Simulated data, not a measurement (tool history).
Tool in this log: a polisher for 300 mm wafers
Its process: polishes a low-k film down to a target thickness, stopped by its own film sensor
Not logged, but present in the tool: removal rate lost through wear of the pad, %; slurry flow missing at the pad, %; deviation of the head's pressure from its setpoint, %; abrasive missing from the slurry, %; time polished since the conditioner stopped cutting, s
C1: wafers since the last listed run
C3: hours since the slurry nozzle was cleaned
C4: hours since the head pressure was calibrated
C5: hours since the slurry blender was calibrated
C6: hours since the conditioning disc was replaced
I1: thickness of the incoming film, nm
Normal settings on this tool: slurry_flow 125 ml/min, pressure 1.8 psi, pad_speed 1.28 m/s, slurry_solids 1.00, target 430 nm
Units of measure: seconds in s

{"run": 1, "hour": 0.0, "slurry_flow": 125, "pressure": 1.8, "pad_speed": 1.28, "slurry_solids": 1.0, "target": 430, "C1": 0, "wafers polished on this pad": 1317, "C3": 361.3, "C4": 1290.5, "C5": 172.5, "C6": 245.1, "I1": 502.0, "seconds": 189.3}
{"hour": 10.9, "done": "conditioning disc replaced and pad reconditioned"}
{"hour": 16.1, "done": "worn pad replaced by a new one"}
{"hour": 18.9, "done": "slurry nozzle cleaned"}
{"hour": 47.2, "done": "slurry blender recalibrated"}
{"run": 2, "hour": 87.8, "slurry_flow": 125, "pressure": 1.8, "pad_speed": 1.28, "slurry_solids": 1.0, "target": 430, "C1": 615, "wafers polished on this pad": 536, "C3": 68.9, "C4": 1378.3, "C5": 40.6, "C6": 76.9, "I1": 503.4, "seconds": 191.9}
{"run": 3, "hour": 119.3, "slurry_flow": 125, "pressure": 1.8, "pad_speed": 1.28, "slurry_solids": 1.0, "target": 430, "C1": 246, "wafers polished on this pad": 782, "C3": 100.4, "C4": 1409.8, "C5": 72.1, "C6": 108.4, "I1": 497.7, "seconds": 180.0}
{"run": 4, "hour": 148.8, "slurry_flow": 125, "pressure": 1.8, "pad_speed": 1.28, "slurry_solids": 1.0, "target": 430, "C1": 230, "wafers polished on this pad": 1013, "C3": 129.9, "C4": 1439.3, "C5": 101.6, "C6": 137.9, "I1": 501.2, "seconds": 190.6}
{"hour": 151.8, "done": "head pressure recalibrated"}
{"run": 5, "hour": 168.1, "slurry_flow": 125, "pressure": 1.8, "pad_speed": 1.28, "slurry_solids": 1.0, "target": 430, "C1": 135, "wafers polished on this pad": 1148, "C3": 149.2, "C4": 16.3, "C5": 120.9, "C6": 157.2, "I1": 496.1, "seconds": 173.7}
{"hour": 193.5, "done": "worn pad replaced by a new one"}
{"run": 6, "hour": 202.6, "slurry_flow": 145, "pressure": 2.2, "pad_speed": 1.28, "slurry_solids": 1.25, "target": 437, "C1": 238, "wafers polished on this pad": 71, "C3": 183.7, "C4": 50.8, "C5": 155.4, "C6": 191.7, "I1": 502.9, "seconds": 125.0}
{"run": 7, "hour": 219.2, "slurry_flow": 125, "pressure": 1.8, "pad_speed": 1.28, "slurry_solids": 1.0, "target": 430, "C1": 129, "wafers polished on this pad": 200, "C3": 200.3, "C4": 67.4, "C5": 172.0, "C6": 208.3, "I1": 499.1, "seconds": 183.1}
{"run": 8, "hour": 254.2, "slurry_flow": 160, "pressure": 2.3, "pad_speed": 1.28, "slurry_solids": 1.3, "target": 423, "C1": 273, "wafers polished on this pad": 474, "C3": 235.3, "C4": 102.4, "C5": 207.0, "C6": 243.3, "I1": 495.6, "seconds": 126.9}
{"hour": 261.2, "done": "conditioning disc replaced and pad reconditioned"}
{"run": 9, "hour": 274.8, "slurry_flow": 125, "pressure": 2.1, "pad_speed": 1.28, "slurry_solids": 1.0, "target": 440, "C1": 145, "wafers polished on this pad": 619, "C3": 255.9, "C4": 123.0, "C5": 227.6, "C6": 13.6, "I1": 506.1, "seconds": 149.5}
{"run": 10, "hour": 289.2, "slurry_flow": 125, "pressure": 1.8, "pad_speed": 1.28, "slurry_solids": 1.0, "target": 420, "C1": 112, "wafers polished on this pad": 732, "C3": 270.3, "C4": 137.4, "C5": 242.0, "C6": 28.0, "I1": 500.2, "seconds": 214.7}
{"hour": 302.0, "done": "slurry blender recalibrated"}
{"run": 11, "hour": 303.0, "slurry_flow": 125, "pressure": 1.8, "pad_speed": 1.28, "slurry_solids": 1.0, "target": 439, "C1": 92, "wafers polished on this pad": 824, "C3": 284.1, "C4": 151.2, "C5": 1.0, "C6": 41.8, "I1": 491.1, "seconds": 140.3}
{"run": 12, "hour": 331.4, "slurry_flow": 125, "pressure": 1.8, "pad_speed": 1.28, "slurry_solids": 1.0, "target": 418, "C1": 221, "wafers polished on this pad": 1046, "C3": 312.5, "C4": 179.6, "C5": 29.4, "C6": 70.2, "I1": 497.2, "seconds": 210.4}
{"hour": 337.8, "done": "slurry nozzle cleaned"}
{"run": 13, "hour": 346.0, "slurry_flow": 80, "pressure": 2.1, "pad_speed": 1.28, "slurry_solids": 1.0, "target": 430, "C1": 106, "wafers polished on this pad": 1152, "C3": 8.2, "C4": 194.2, "C5": 44.0, "C6": 84.8, "I1": 502.4, "seconds": 175.5}
{"run": 14, "hour": 361.7, "slurry_flow": 125, "pressure": 1.8, "pad_speed": 1.28, "slurry_solids": 1.0, "target": 430, "C1": 122, "wafers polished on this pad": 1275, "C3": 23.9, "C4": 209.9, "C5": 59.7, "C6": 100.5, "I1": 502.2, "seconds": 192.2}
{"run": 15, "hour": 385.3, "slurry_flow": 125, "pressure": 1.8, "pad_speed": 1.28, "slurry_solids": 1.0, "target": 444, "C1": 184, "wafers polished on this pad": 1459, "C3": 47.5, "C4": 233.5, "C5": 83.3, "C6": 124.1, "I1": 500.0, "seconds": 147.7}
{"hour": 414.6, "done": "worn pad replaced by a new one"}
{"run": 16, "hour": 415.1, "slurry_flow": 125, "pressure": 1.8, "pad_speed": 1.28, "slurry_solids": 1.0, "target": 430, "C1": 201, "wafers polished on this pad": 3, "C3": 77.3, "C4": 263.3, "C5": 113.1, "C6": 153.9, "I1": 491.7, "seconds": 163.5}
{"run": 17, "hour": 426.4, "slurry_flow": 145, "pressure": 1.5, "pad_speed": 1.28, "slurry_solids": 1.0, "target": 430, "C1": 88, "wafers polished on this pad": 92, "C3": 88.6, "C4": 274.6, "C5": 124.4, "C6": 165.2, "I1": 493.0, "seconds": 200.9}
{"run": 18, "hour": 440.9, "slurry_flow": 125, "pressure": 1.8, "pad_speed": 1.28, "slurry_solids": 0.7, "target": 430, "C1": 113, "wafers polished on this pad": 205, "C3": 103.1, "C4": 289.1, "C5": 138.9, "C6": 179.7, "I1": 507.8, "seconds": 268.7}
{"run": 19, "hour": 476.3, "slurry_flow": 95, "pressure": 1.4, "pad_speed": 1.52, "slurry_solids": 1.0, "target": 419, "C1": 276, "wafers polished on this pad": 482, "C3": 138.5, "C4": 324.5, "C5": 174.3, "C6": 215.1, "I1": 503.6, "seconds": 267.1}
{"hour": 494.3, "done": "conditioning disc replaced and pad reconditioned"}
{"run": 20, "hour": 509.3, "slurry_flow": 125, "pressure": 2.2, "pad_speed": 1.28, "slurry_solids": 1.0, "target": 430, "C1": 242, "wafers polished on this pad": 724, "C3": 171.5, "C4": 357.5, "C5": 207.3, "C6": 15.0, "I1": 500.1, "seconds": 152.1}
{"hour": 533.1, "done": "slurry blender recalibrated"}
{"run": 21, "hour": 533.6, "slurry_flow": 125, "pressure": 2.0, "pad_speed": 1.14, "slurry_solids": 1.0, "target": 430, "C1": 174, "wafers polished on this pad": 898, "C3": 195.8, "C4": 381.8, "C5": 0.5, "C6": 39.3, "I1": 499.7, "seconds": 181.7}
{"run": 22, "hour": 554.6, "slurry_flow": 125, "pressure": 1.8, "pad_speed": 1.28, "slurry_solids": 1.0, "target": 430, "C1": 164, "wafers polished on this pad": 1062, "C3": 216.8, "C4": 402.8, "C5": 21.5, "C6": 60.3, "I1": 498.6, "seconds": 184.0}
{"run": 23, "hour": 573.7, "slurry_flow": 160, "pressure": 1.4, "pad_speed": 0.94, "slurry_solids": 0.8, "target": 430, "C1": 149, "wafers polished on this pad": 1212, "C3": 235.9, "C4": 421.9, "C5": 40.6, "C6": 79.4, "I1": 501.6, "seconds": 333.7}
{"run": 24, "hour": 608.8, "slurry_flow": 125, "pressure": 1.8, "pad_speed": 1.68, "slurry_solids": 1.1, "target": 430, "C1": 274, "wafers polished on this pad": 1486, "C3": 271.0, "C4": 457.0, "C5": 75.7, "C6": 114.5, "I1": 501.3, "seconds": 151.7}

For each run, what was the tool's unlogged condition?
removal rate lost through wear of the pad, %: 0 in every run
slurry flow missing at the pad, %: 0 in every run
deviation of the head's pressure from its setpoint, %: 0 in every run
abrasive missing from the slurry, %: 0 in every run
time polished since the conditioner stopped cutting, s: 0 in every run
